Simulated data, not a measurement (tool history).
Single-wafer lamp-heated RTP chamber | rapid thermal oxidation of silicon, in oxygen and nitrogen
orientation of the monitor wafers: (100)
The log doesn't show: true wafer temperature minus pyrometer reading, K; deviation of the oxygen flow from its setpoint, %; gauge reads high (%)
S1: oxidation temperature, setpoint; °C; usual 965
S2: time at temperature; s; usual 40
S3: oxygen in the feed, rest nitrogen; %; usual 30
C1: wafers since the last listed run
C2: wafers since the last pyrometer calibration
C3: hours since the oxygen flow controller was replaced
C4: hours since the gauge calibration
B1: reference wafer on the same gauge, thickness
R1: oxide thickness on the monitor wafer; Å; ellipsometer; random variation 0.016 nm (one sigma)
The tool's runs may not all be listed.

{"run": 1, "day": 0.0, "S1": 965, "S2": 40, "S3": 30, "C1": 0, "C2": 6179, "C3": 1900.1, "C4": 1888.4, "B1": 2.749, "R1": 28.54}
{"day": 3.5, "done": "pyrometer window cleaned and pyrometer calibrated"}
{"run": 2, "day": 3.929, "S1": 965, "S2": 40, "S3": 30, "C1": 708, "C2": 84, "C3": 1994.4, "C4": 1982.7, "B1": 2.743, "R1": 28.63}
{"run": 3, "day": 6.262, "S1": 965, "S2": 40, "S3": 30, "C1": 459, "C2": 544, "C3": 2050.4, "C4": 2038.7, "B1": 2.751, "R1": 28.73}
{"run": 4, "day": 7.829, "S1": 965, "S2": 49, "S3": 17, "C1": 308, "C2": 852, "C3": 2088.0, "C4": 2076.3, "B1": 2.751, "R1": 27.38}
{"run": 5, "day": 11.125, "S1": 965, "S2": 40, "S3": 30, "C1": 649, "C2": 1502, "C3": 2167.1, "C4": 2155.4, "B1": 2.756, "R1": 28.75}
{"run": 6, "day": 19.942, "S1": 965, "S2": 40, "S3": 30, "C1": 1737, "C2": 3240, "C3": 2378.7, "C4": 2367.0, "B1": 2.772, "R1": 28.88}
{"run": 7, "day": 23.775, "S1": 965, "S2": 48, "S3": 30, "C1": 755, "C2": 3995, "C3": 2470.7, "C4": 2459.0, "B1": 2.776, "R1": 30.25}
{"run": 8, "day": 27.312, "S1": 965, "S2": 40, "S3": 30, "C1": 697, "C2": 4693, "C3": 2555.6, "C4": 2543.9, "B1": 2.778, "R1": 28.58}
{"run": 9, "day": 36.175, "S1": 965, "S2": 40, "S3": 30, "C1": 1746, "C2": 6440, "C3": 2768.3, "C4": 2756.6, "B1": 2.793, "R1": 29.21}
{"run": 10, "day": 39.512, "S1": 965, "S2": 40, "S3": 30, "C1": 657, "C2": 7097, "C3": 2848.4, "C4": 2836.7, "B1": 2.792, "R1": 29.0}
{"run": 11, "day": 43.679, "S1": 965, "S2": 40, "S3": 30, "C1": 821, "C2": 7919, "C3": 2948.4, "C4": 2936.7, "B1": 2.806, "R1": 29.53}
{"run": 12, "day": 46.438, "S1": 965, "S2": 40, "S3": 30, "C1": 543, "C2": 8462, "C3": 3014.6, "C4": 3002.9, "B1": 2.814, "R1": 29.01}
{"day": 47.904, "done": "pyrometer window cleaned and pyrometer calibrated"}
{"run": 13, "day": 49.858, "S1": 965, "S2": 40, "S3": 30, "C1": 608, "C2": 384, "C3": 3096.7, "C4": 3085.0, "B1": 2.814, "R1": 29.12}
{"run": 14, "day": 52.067, "S1": 958, "S2": 40, "S3": 30, "C1": 435, "C2": 820, "C3": 3149.7, "C4": 3138.0, "B1": 2.816, "R1": 28.32}
{"run": 15, "day": 53.9, "S1": 965, "S2": 33, "S3": 30, "C1": 361, "C2": 1181, "C3": 3193.7, "C4": 3182.0, "B1": 2.816, "R1": 28.08}
{"run": 16, "day": 57.946, "S1": 965, "S2": 33, "S3": 30, "C1": 797, "C2": 1979, "C3": 3290.8, "C4": 3279.1, "B1": 2.82, "R1": 27.81}
{"day": 63.538, "done": "gauge calibrated"}
{"run": 17, "day": 69.2, "S1": 965, "S2": 40, "S3": 30, "C1": 2218, "C2": 4197, "C3": 3560.9, "C4": 135.9, "B1": 2.678, "R1": 27.64}
{"run": 18, "day": 72.917, "S1": 985, "S2": 40, "S3": 47, "C1": 732, "C2": 4929, "C3": 3650.1, "C4": 225.1, "B1": 2.687, "R1": 34.29}
{"run": 19, "day": 76.583, "S1": 965, "S2": 21, "S3": 30, "C1": 722, "C2": 5652, "C3": 3738.1, "C4": 313.1, "B1": 2.688, "R1": 24.14}
{"run": 20, "day": 78.867, "S1": 965, "S2": 40, "S3": 52, "C1": 450, "C2": 6102, "C3": 3792.9, "C4": 367.9, "B1": 2.694, "R1": 31.54}
{"run": 21, "day": 80.483, "S1": 978, "S2": 28, "S3": 53, "C1": 318, "C2": 6421, "C3": 3831.7, "C4": 406.7, "B1": 2.691, "R1": 30.14}
{"day": 82.371, "done": "pyrometer window cleaned and pyrometer calibrated"}
{"run": 22, "day": 83.642, "S1": 952, "S2": 51, "S3": 17, "C1": 556, "C2": 250, "C3": 3907.5, "C4": 482.5, "B1": 2.697, "R1": 25.82}
{"run": 23, "day": 91.029, "S1": 965, "S2": 40, "S3": 17, "C1": 1456, "C2": 1706, "C3": 4084.8, "C4": 659.8, "B1": 2.708, "R1": 25.75}
{"day": 92.404, "done": "oxygen flow controller replaced"}
{"run": 24, "day": 93.612, "S1": 965, "S2": 40, "S3": 30, "C1": 443, "C2": 2150, "C3": 29.0, "C4": 721.8, "B1": 2.717, "R1": 28.36}
{"run": 25, "day": 95.183, "S1": 940, "S2": 60, "S3": 30, "C1": 309, "C2": 2459, "C3": 66.7, "C4": 759.5, "B1": 2.716, "R1": 28.22}
{"run": 26, "day": 99.133, "S1": 941, "S2": 48, "S3": 52, "C1": 778, "C2": 3238, "C3": 161.5, "C4": 854.3, "B1": 2.714, "R1": 29.59}
{"run": 27, "day": 101.267, "S1": 982, "S2": 57, "S3": 30, "C1": 420, "C2": 3658, "C3": 212.7, "C4": 905.5, "B1": 2.727, "R1": 34.36}
{"run": 28, "day": 105.733, "S1": 965, "S2": 40, "S3": 30, "C1": 880, "C2": 4539, "C3": 319.9, "C4": 1012.7, "B1": 2.722, "R1": 28.33}
{"run": 29, "day": 108.942, "S1": 985, "S2": 40, "S3": 17, "C1": 632, "C2": 5171, "C3": 396.9, "C4": 1089.7, "B1": 2.732, "R1": 27.9}
{"run": 30, "day": 111.954, "S1": 946, "S2": 49, "S3": 17, "C1": 593, "C2": 5765, "C3": 469.2, "C4": 1162.0, "B1": 2.735, "R1": 25.53}
{"run": 31, "day": 115.854, "S1": 976, "S2": 58, "S3": 30, "C1": 768, "C2": 6534, "C3": 562.8, "C4": 1255.6, "B1": 2.746, "R1": 33.74}
{"run": 32, "day": 119.929, "S1": 957, "S2": 25, "S3": 22, "C1": 803, "C2": 7337, "C3": 660.6, "C4": 1353.4, "B1": 2.752, "R1": 23.9}

4 ways to go on from here, each from the tool as it stands after run 32. What would each give?
{"run": "A", "day": 119.946, "S1": 965, "S2": 40, "S3": 30, "C1": 3, "C2": 7340, "C3": 661.0, "C4": 1353.8, "B1": "?", "R1": "?"}
{"run": "B", "day": 119.946, "S1": 989, "S2": 49, "S3": 58, "C1": 3, "C2": 7340, "C3": 661.0, "C4": 1353.8, "B1": "?", "R1": "?"}
{"run": "C", "day": 119.946, "S1": 974, "S2": 27, "S3": 17, "C1": 3, "C2": 7340, "C3": 661.0, "C4": 1353.8, "B1": "?", "R1": "?"}
{"run": "D", "day": 119.946, "S1": 993, "S2": 23, "S3": 30, "C1": 3, "C2": 7340, "C3": 661.0, "C4": 1353.8, "B1": "?", "R1": "?"}

run=A B1=2.746 R1=28.52
run=B B1=2.746 R1=41.59
run=C B1=2.746 R1=24.57
run=D B1=2.746 R1=27.65
Without the tool's hidden state the same runs would have given:
run=A R1=27.60
run=B R1=40.25
run=C R1=23.78
run=D R1=26.76
